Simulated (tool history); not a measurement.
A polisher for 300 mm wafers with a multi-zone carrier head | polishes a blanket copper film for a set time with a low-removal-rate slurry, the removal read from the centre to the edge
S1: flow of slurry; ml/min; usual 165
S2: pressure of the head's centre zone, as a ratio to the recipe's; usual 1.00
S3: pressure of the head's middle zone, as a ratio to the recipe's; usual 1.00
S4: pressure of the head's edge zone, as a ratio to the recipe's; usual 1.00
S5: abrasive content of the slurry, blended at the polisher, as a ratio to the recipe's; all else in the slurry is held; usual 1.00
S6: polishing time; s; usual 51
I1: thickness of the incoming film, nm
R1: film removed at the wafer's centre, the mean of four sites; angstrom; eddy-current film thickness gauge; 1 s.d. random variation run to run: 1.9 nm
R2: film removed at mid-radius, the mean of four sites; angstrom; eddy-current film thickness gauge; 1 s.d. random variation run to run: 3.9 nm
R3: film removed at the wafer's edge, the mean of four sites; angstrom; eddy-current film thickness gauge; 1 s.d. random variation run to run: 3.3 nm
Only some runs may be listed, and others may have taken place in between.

run,hour,S1,S2,S3,S4,S5,S6,I1,R1,R2,R3
1,0.0,165,1.00,1.00,1.00,0.90,51,993.7,2465,2398,2497
2,61.8,165,1.00,1.00,1.00,1.00,51,996.6,2445,2409,2543
3,160.0,165,1.00,0.93,1.00,1.00,51,1007.2,2465,2263,2495
4,266.8,165,1.06,1.00,1.00,1.00,51,999.3,2610,2427,2430
5,313.6,165,1.00,1.00,1.00,1.00,51,1000.5,2449,2440,2492
# hour 370.7: worn pad replaced by a new one
6,403.9,165,1.00,1.00,1.00,1.10,35,1003.2,1819,1830,1844
7,452.9,165,1.00,0.95,1.06,0.70,63,998.3,2965,2844,3092
# hour 467.1: slurry nozzle cleaned
8,507.1,165,0.90,1.00,1.00,1.00,51,1010.4,2288,2537,2615
# hour 552.3: edge zone pressure recalibrated
# hour 584.7: carrier head's membrane replaced by a new one
9,590.2,190,0.91,1.00,1.08,1.00,51,1009.0,2317,2508,2649
10,658.8,165,1.00,1.00,1.00,1.25,59,1007.6,2998,2984,3032
# hour 734.5: centre zone pressure recalibrated
11,765.3,135,1.00,0.96,1.00,0.90,51,1011.4,2272,2182,2343
12,864.4,165,1.00,1.00,1.00,1.00,35,1012.3,1665,1672,1702
13,907.4,165,1.00,1.00,1.00,1.00,51,989.1,2426,2362,2372
# hour 942.8: worn pad replaced by a new one
14,986.1,165,1.00,1.00,1.00,1.00,51,995.5,2576,2594,2613
# hour 1049.8: slurry nozzle cleaned
15,1066.2,165,1.00,1.00,1.00,1.00,51,992.5,2530,2474,2581
# hour 1122.9: edge zone pressure recalibrated
16,1144.8,165,1.00,1.00,0.95,1.00,51,988.9,2448,2456,2451
17,1203.8,165,1.00,1.00,1.00,1.10,51,999.9,2521,2534,2499
18,1263.4,165,1.09,1.09,0.91,1.20,51,999.7,2768,2747,2443
19,1360.0,165,1.00,1.00,1.00,1.00,51,980.2,2407,2453,2432
20,1419.2,120,1.00,1.00,1.08,0.75,63,1011.0,2593,2595,2774

Each row is a separate what-if for the run after 20, all from the same tool condition, not one after another. Results?
A,1419.6,165,1.00,1.00,1.00,1.00,51,1002.9,?,?,?
B,1419.6,165,1.00,1.00,1.12,1.00,62,1002.9,?,?,?
C,1419.6,165,0.95,1.00,1.00,1.00,51,1002.9,?,?,?
D,1419.6,185,1.00,0.91,1.00,1.00,51,1002.9,?,?,?
E,1419.6,165,0.93,1.00,0.90,0.75,68,1002.9,?,?,?

run,R1,R2,R3
A,2373,2397,2445
B,2885,2914,3145
C,2253,2398,2445
D,2427,2261,2485
E,2789,3033,2943
Had the tool no hidden state, the same runs would have come out as:
run,R1,R2,R3
A,2637,2664,2717
B,3205,3238,3495
C,2504,2664,2717
D,2696,2512,2762
E,3099,3370,3270
